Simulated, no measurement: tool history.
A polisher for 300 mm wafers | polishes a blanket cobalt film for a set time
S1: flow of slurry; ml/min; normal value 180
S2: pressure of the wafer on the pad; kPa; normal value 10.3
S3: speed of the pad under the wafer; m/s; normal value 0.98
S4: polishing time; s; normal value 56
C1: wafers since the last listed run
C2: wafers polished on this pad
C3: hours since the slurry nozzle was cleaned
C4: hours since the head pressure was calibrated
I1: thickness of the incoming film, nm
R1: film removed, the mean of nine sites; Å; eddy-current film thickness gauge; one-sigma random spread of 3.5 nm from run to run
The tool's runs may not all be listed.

{"run": 1, "day": 0.0, "S1": 180, "S2": 10.3, "S3": 0.8, "S4": 46, "C1": 0, "C2": 2676, "C3": 301.7, "C4": 512.7, "I1": 1610.9, "R1": 1764}
{"run": 2, "day": 3.196, "S1": 180, "S2": 10.3, "S3": 0.8, "S4": 46, "C1": 897, "C2": 3573, "C3": 378.4, "C4": 589.4, "I1": 1575.8, "R1": 1820}
{"day": 10.083, "done": "head pressure recalibrated"}
{"day": 16.283, "done": "worn pad replaced by a new one"}
{"run": 3, "day": 16.338, "S1": 180, "S2": 10.3, "S3": 0.8, "S4": 46, "C1": 3622, "C2": 15, "C3": 693.8, "C4": 150.1, "I1": 1562.9, "R1": 1824}
{"run": 4, "day": 20.179, "S1": 180, "S2": 10.3, "S3": 0.98, "S4": 56, "C1": 1079, "C2": 1094, "C3": 786.0, "C4": 242.3, "I1": 1571.7, "R1": 2451}
{"run": 5, "day": 23.138, "S1": 180, "S2": 10.3, "S3": 0.98, "S4": 56, "C1": 831, "C2": 1925, "C3": 857.0, "C4": 313.3, "I1": 1572.4, "R1": 2488}
{"day": 24.783, "done": "slurry nozzle cleaned"}
{"run": 6, "day": 35.379, "S1": 180, "S2": 10.3, "S3": 0.98, "S4": 56, "C1": 3427, "C2": 5353, "C3": 254.3, "C4": 607.1, "I1": 1559.7, "R1": 2453}
{"run": 7, "day": 38.317, "S1": 180, "S2": 10.3, "S3": 0.98, "S4": 56, "C1": 825, "C2": 6178, "C3": 324.8, "C4": 677.6, "I1": 1563.9, "R1": 2408}
{"run": 8, "day": 40.875, "S1": 180, "S2": 10.3, "S3": 0.98, "S4": 56, "C1": 718, "C2": 6897, "C3": 386.2, "C4": 739.0, "I1": 1576.7, "R1": 2349}
{"day": 44.683, "done": "head pressure recalibrated"}
{"day": 44.825, "done": "worn pad replaced by a new one"}
{"run": 9, "day": 44.946, "S1": 180, "S2": 10.3, "S3": 0.98, "S4": 56, "C1": 1081, "C2": 34, "C3": 483.9, "C4": 6.3, "I1": 1582.6, "R1": 2486}
{"run": 10, "day": 48.458, "S1": 180, "S2": 10.3, "S3": 0.98, "S4": 56, "C1": 986, "C2": 1021, "C3": 568.2, "C4": 90.6, "I1": 1588.2, "R1": 2526}
{"run": 11, "day": 54.975, "S1": 180, "S2": 10.3, "S3": 0.98, "S4": 56, "C1": 1831, "C2": 2852, "C3": 724.6, "C4": 247.0, "I1": 1567.3, "R1": 2394}
{"run": 12, "day": 59.296, "S1": 180, "S2": 10.3, "S3": 0.98, "S4": 56, "C1": 1214, "C2": 4066, "C3": 828.3, "C4": 350.7, "I1": 1579.3, "R1": 2417}
{"run": 13, "day": 60.896, "S1": 210, "S2": 10.3, "S3": 0.98, "S4": 56, "C1": 449, "C2": 4515, "C3": 866.7, "C4": 389.1, "I1": 1552.9, "R1": 2410}
{"run": 14, "day": 63.542, "S1": 210, "S2": 10.3, "S3": 0.98, "S4": 56, "C1": 743, "C2": 5259, "C3": 930.2, "C4": 452.6, "I1": 1567.3, "R1": 2439}
{"day": 66.021, "done": "slurry nozzle cleaned"}
{"run": 15, "day": 66.438, "S1": 210, "S2": 10.3, "S3": 0.98, "S4": 56, "C1": 801, "C2": 6061, "C3": 10.0, "C4": 522.1, "I1": 1603.8, "R1": 2472}
{"run": 16, "day": 69.783, "S1": 180, "S2": 10.3, "S3": 0.78, "S4": 56, "C1": 940, "C2": 7001, "C3": 90.3, "C4": 602.4, "I1": 1612.0, "R1": 2120}
{"run": 17, "day": 71.962, "S1": 180, "S2": 10.3, "S3": 0.78, "S4": 56, "C1": 612, "C2": 7613, "C3": 142.6, "C4": 654.7, "I1": 1548.0, "R1": 2009}
{"day": 74.175, "done": "worn pad replaced by a new one"}
{"day": 74.788, "done": "head pressure recalibrated"}
{"run": 18, "day": 75.604, "S1": 120, "S2": 13.8, "S3": 0.98, "S4": 56, "C1": 952, "C2": 378, "C3": 230.0, "C4": 19.6, "I1": 1559.2, "R1": 3028}
{"run": 19, "day": 79.946, "S1": 145, "S2": 9.0, "S3": 0.76, "S4": 49, "C1": 1219, "C2": 1598, "C3": 334.2, "C4": 123.8, "I1": 1572.9, "R1": 1615}
{"run": 20, "day": 83.858, "S1": 180, "S2": 10.3, "S3": 1.16, "S4": 45, "C1": 1099, "C2": 2697, "C3": 428.1, "C4": 217.7, "I1": 1580.0, "R1": 2184}
{"run": 21, "day": 87.662, "S1": 180, "S2": 10.3, "S3": 0.98, "S4": 56, "C1": 1068, "C2": 3766, "C3": 519.4, "C4": 309.0, "I1": 1575.1, "R1": 2495}
{"run": 22, "day": 90.65, "S1": 180, "S2": 9.7, "S3": 0.98, "S4": 56, "C1": 839, "C2": 4605, "C3": 591.1, "C4": 380.7, "I1": 1574.5, "R1": 2296}
{"run": 23, "day": 92.429, "S1": 180, "S2": 10.3, "S3": 0.98, "S4": 56, "C1": 499, "C2": 5105, "C3": 633.8, "C4": 423.4, "I1": 1596.0, "R1": 2409}
{"run": 24, "day": 95.083, "S1": 180, "S2": 10.3, "S3": 0.98, "S4": 56, "C1": 745, "C2": 5851, "C3": 697.5, "C4": 487.1, "I1": 1578.1, "R1": 2354}
{"run": 25, "day": 96.879, "S1": 180, "S2": 7.6, "S3": 0.98, "S4": 62, "C1": 504, "C2": 6355, "C3": 740.6, "C4": 530.2, "I1": 1569.5, "R1": 2075}
{"day": 100.512, "done": "worn pad replaced by a new one"}
{"run": 26, "day": 101.133, "S1": 120, "S2": 10.3, "S3": 0.98, "S4": 37, "C1": 1148, "C2": 174, "C3": 842.7, "C4": 632.3, "I1": 1557.4, "R1": 1554}
{"day": 101.229, "done": "slurry nozzle cleaned"}
{"day": 104.638, "done": "head pressure recalibrated"}
{"run": 27, "day": 105.05, "S1": 180, "S2": 10.3, "S3": 0.98, "S4": 56, "C1": 1065, "C2": 1240, "C3": 91.7, "C4": 9.9, "I1": 1598.5, "R1": 2471}
{"run": 28, "day": 107.254, "S1": 155, "S2": 6.9, "S3": 0.7, "S4": 39, "C1": 619, "C2": 1859, "C3": 144.6, "C4": 62.8, "I1": 1585.6, "R1": 994}
{"run": 29, "day": 110.262, "S1": 180, "S2": 10.3, "S3": 0.98, "S4": 56, "C1": 845, "C2": 2704, "C3": 216.8, "C4": 135.0, "I1": 1601.8, "R1": 2491}
{"run": 30, "day": 112.792, "S1": 180, "S2": 10.3, "S3": 1.18, "S4": 56, "C1": 710, "C2": 3415, "C3": 277.5, "C4": 195.7, "I1": 1574.8, "R1": 2783}
{"run": 31, "day": 115.8, "S1": 145, "S2": 10.3, "S3": 1.2, "S4": 56, "C1": 845, "C2": 4260, "C3": 349.7, "C4": 267.9, "I1": 1572.9, "R1": 2706}
{"run": 32, "day": 119.846, "S1": 180, "S2": 10.3, "S3": 1.16, "S4": 45, "C1": 1136, "C2": 5397, "C3": 446.8, "C4": 365.0, "I1": 1609.1, "R1": 2175}
{"run": 33, "day": 121.475, "S1": 180, "S2": 8.3, "S3": 0.78, "S4": 66, "C1": 457, "C2": 5855, "C3": 485.9, "C4": 404.1, "I1": 1557.0, "R1": 2011}
{"run": 34, "day": 123.929, "S1": 125, "S2": 10.3, "S3": 0.98, "S4": 67, "C1": 689, "C2": 6544, "C3": 544.8, "C4": 463.0, "I1": 1587.1, "R1": 2711}
{"run": 35, "day": 126.608, "S1": 180, "S2": 9.0, "S3": 0.98, "S4": 65, "C1": 752, "C2": 7297, "C3": 609.1, "C4": 527.3, "I1": 1561.5, "R1": 2431}
{"run": 36, "day": 129.696, "S1": 225, "S2": 10.3, "S3": 0.64, "S4": 56, "C1": 867, "C2": 8165, "C3": 683.2, "C4": 601.4, "I1": 1575.3, "R1": 1884}
{"day": 132.629, "done": "head pressure recalibrated"}
{"run": 37, "day": 133.975, "S1": 200, "S2": 10.3, "S3": 1.28, "S4": 56, "C1": 1178, "C2": 9344, "C3": 785.9, "C4": 32.3, "I1": 1571.6, "R1": 2727}
{"day": 134.888, "done": "worn pad replaced by a new one"}
{"run": 38, "day": 137.946, "S1": 205, "S2": 10.3, "S3": 1.14, "S4": 56, "C1": 1068, "C2": 859, "C3": 881.2, "C4": 127.6, "I1": 1569.0, "R1": 2812}

Results per run with the tool's hidden condition removed, run-to-run variation unchanged:
What the log doesn't record here: removal rate lost through wear of the pad, %; slurry flow missing at the pad, %; deviation of the head's pressure from its setpoint, %.
run=1 R1=1785
run=2 R1=1850
run=3 R1=1829
run=4 R1=2461
run=5 R1=2502
run=6 R1=2517
run=7 R1=2490
run=8 R1=2447
run=9 R1=2499
run=10 R1=2542
run=11 R1=2422
run=12 R1=2462
run=13 R1=2463
run=14 R1=2507
run=15 R1=2559
run=16 R1=2217
run=17 R1=2116
run=18 R1=3050
run=19 R1=1630
run=20 R1=2212
run=21 R1=2542
run=22 R1=2352
run=23 R1=2478
run=24 R1=2437
run=25 R1=2158
run=26 R1=1559
run=27 R1=2481
run=28 R1=1000
run=29 R1=2513
run=30 R1=2816
run=31 R1=2753
run=32 R1=2233
run=33 R1=2073
run=34 R1=2813
run=35 R1=2544
run=36 R1=1993
run=37 R1=2937
run=38 R1=2835
